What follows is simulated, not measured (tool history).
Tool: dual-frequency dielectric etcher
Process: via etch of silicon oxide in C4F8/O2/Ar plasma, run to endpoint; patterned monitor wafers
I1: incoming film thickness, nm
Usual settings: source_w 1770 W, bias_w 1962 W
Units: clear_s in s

{"run": 1, "hour": 0.0, "source_w": 1510, "bias_w": 1962, "I1": 1088.6, "clear_s": 234.5}
{"run": 2, "hour": 30.0, "source_w": 1770, "bias_w": 1962, "I1": 1092.8, "clear_s": 218.3}
{"run": 3, "hour": 68.3, "source_w": 1770, "bias_w": 1962, "I1": 1095.5, "clear_s": 220.8}
{"run": 4, "hour": 100.6, "source_w": 1770, "bias_w": 1962, "I1": 1116.0, "clear_s": 221.9}
{"hour": 151.9, "done": "wet clean of the chamber"}
{"run": 5, "hour": 152.4, "source_w": 1770, "bias_w": 1962, "I1": 1089.1, "clear_s": 223.4}
{"run": 6, "hour": 211.8, "source_w": 1770, "bias_w": 1962, "I1": 1084.1, "clear_s": 222.7}
{"run": 7, "hour": 266.1, "source_w": 1770, "bias_w": 1962, "I1": 1099.6, "clear_s": 223.4}
{"run": 8, "hour": 296.8, "source_w": 1560, "bias_w": 1962, "I1": 1103.5, "clear_s": 238.6}
{"run": 9, "hour": 367.7, "source_w": 1770, "bias_w": 1962, "I1": 1090.2, "clear_s": 219.1}
{"run": 10, "hour": 423.7, "source_w": 1770, "bias_w": 1962, "I1": 1090.3, "clear_s": 220.0}

Forecast run 11:
{"hour": 478.0, "done": "source power generator calibrated"}
{"hour": 490.5, "done": "wet clean of the chamber"}
{"run": 11, "hour": 491.0, "source_w": 1410, "bias_w": 2242, "I1": 1089.9, "clear_s": "?"}

Run 11 gave clear_s 239.8 s.
Without the tool's hidden state the same run would have given clear_s 239.7 s.
